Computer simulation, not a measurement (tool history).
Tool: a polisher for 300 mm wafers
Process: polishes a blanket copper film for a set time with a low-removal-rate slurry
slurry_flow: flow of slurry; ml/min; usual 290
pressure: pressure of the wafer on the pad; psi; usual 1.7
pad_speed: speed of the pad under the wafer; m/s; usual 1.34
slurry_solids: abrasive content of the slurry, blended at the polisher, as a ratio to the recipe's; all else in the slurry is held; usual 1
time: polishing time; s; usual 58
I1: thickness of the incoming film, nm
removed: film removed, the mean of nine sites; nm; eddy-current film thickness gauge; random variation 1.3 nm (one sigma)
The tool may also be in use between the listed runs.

Run 1, hour 0: usual settings; I1 872. Result: removed 129.6 nm.
At hour 14.5: head pressure recalibrated.
Run 2, hour 16.6: usual settings; I1 869.8. Result: removed 130.1 nm.
At hour 25.9: slurry blender recalibrated.
Run 3, hour 43.2: usual settings but slurry_flow 310 ml/min; I1 885. Result: removed 133.6 nm.
Run 4, hour 78.3: usual settings but slurry_flow 310 ml/min; I1 873. Result: removed 131.9 nm.
At hour 87.8: worn pad replaced by a new one.
Run 5, hour 96.7: usual settings but slurry_flow 340 ml/min, pressure 1.5 psi; I1 866.8. Result: removed 131.7 nm.
Run 6, hour 125.4: usual settings but slurry_flow 340 ml/min, pressure 1.5 psi; I1 878.5. Result: removed 128.4 nm.
Run 7, hour 149: usual settings but slurry_flow 260 ml/min; I1 877.4. Result: removed 136.5 nm.
At hour 166.4: slurry nozzle cleaned.
Run 8, hour 180.1: usual settings but slurry_flow 260 ml/min; I1 875.6. Result: removed 134.1 nm.
Run 9, hour 218.9: usual settings; I1 877.5. Result: removed 130 nm.
Run 10, hour 238.6: usual settings but slurry_flow 345 ml/min; I1 895. Result: removed 131 nm.
Run 11, hour 258.1: usual settings; I1 884.7. Result: removed 129 nm.
At hour 275.4: worn pad replaced by a new one.
Run 12, hour 275.8: usual settings but slurry_flow 190 ml/min, pressure 2.2 psi, pad_speed 0.98 m/s, time 43 s; I1 883.3. Result: removed 92.6 nm.
At hour 290.1: slurry blender recalibrated.
Run 13, hour 302.3: usual settings but slurry_flow 310 ml/min; I1 876.6. Result: removed 142.6 nm.
Run 14, hour 325.6: usual settings but slurry_flow 260 ml/min; I1 869.3. Result: removed 139.6 nm.
Run 15, hour 361.3: usual settings but pad_speed 1.52 m/s; I1 893.5. Result: removed 152.6 nm.
Run 16, hour 373.7: usual settings but slurry_flow 320 ml/min, pressure 1.5 psi; I1 861.1. Result: removed 122.4 nm.
Run 17, hour 407.3: usual settings but pad_speed 1.7 m/s; I1 896.1. Result: removed 169.6 nm.
Run 18, hour 422.2: usual settings but pressure 1.2 psi, pad_speed 1.46 m/s; I1 881.3. Result: removed 102.6 nm.
Run 19, hour 436.1: usual settings; I1 875.8. Result: removed 128.4 nm.
At hour 457.5: worn pad replaced by a new one.
Run 20, hour 471.4: usual settings but pressure 1.4 psi; I1 885.3. Result: removed 115.5 nm.
Run 21, hour 500.8: usual settings but pressure 1.2 psi, slurry_solids 0.85, time 69 s; I1 886.6. Result: removed 110.2 nm.
Run 22, hour 530.1: usual settings but slurry_solids 1.2, time 77 s; I1 887.1. Result: removed 175.1 nm.
Run 23, hour 556.6: usual settings but pressure 2 psi; I1 884.9. Result: removed 147.4 nm.
At hour 579.5: slurry blender recalibrated.
Run 24, hour 581.1: usual settings but slurry_flow 225 ml/min, pressure 1.4 psi, slurry_solids 1.2; I1 886.8. Result: removed 110.7 nm.
Run 25, hour 608.7: usual settings but slurry_flow 230 ml/min, pad_speed 1.66 m/s; I1 882.6. Result: removed 158.9 nm.
Run 26, hour 634.1: usual settings but slurry_flow 240 ml/min, pressure 1.2 psi, pad_speed 1.06 m/s; I1 870.1. Result: removed 72.3 nm.
At hour 643.1: worn pad replaced by a new one.
Run 27, hour 661.2: usual settings but slurry_solids 1.2, time 50 s; I1 882.1. Result: removed 128.1 nm.
At hour 676.4: slurry nozzle cleaned.
Run 28, hour 678: usual settings but pad_speed 1.46 m/s, slurry_solids 0.9, time 46 s; I1 881.9. Result: removed 121.5 nm.
Run 29, hour 704.3: usual settings but pressure 1.5 psi, time 75 s; I1 882. Result: removed 156.8 nm.
At hour 712.1: head pressure recalibrated.
Run 30, hour 736.7: usual settings but slurry_flow 230 ml/min, pressure 1.5 psi, pad_speed 1 m/s, slurry_solids 1.3; I1 876.2. Result: removed 90.7 nm.

The tool's hidden state at each run:
slurry flow missing at the pad, %: 0 in every run
deviation of the head's pressure from its setpoint, %: 0 in every run
H1: removal rate lost through wear of the pad, %
H2: abrasive missing from the slurry, %
run     H1     H2
  1   10.2   27.2
  2   10.5   31.1
  3   10.9   4.65
  4   11.2   5.95
  5   1.45   7.15
  6    4.8   9.75
  7   6.69   12.5
  8   8.37   17.1
  9   9.65   24.3
 10   10.1   28.6
 11   10.4   33.2
 12  0.524   37.7
 13   4.07   4.41
 14   6.25      5
 15   8.44   7.02
 16   8.98   8.05
 17     10   11.6
 18   10.3   13.6
 19   10.6   15.7
 20   4.02   21.8
 21    7.2     28
 22   9.27     35
 23   10.5   42.1
 24   11.3  0.437
 25     12   0.89
 26   12.3   2.02
 27   2.98   3.99
 28   4.84    5.6
 29   6.99   8.73
 30   8.73   13.6
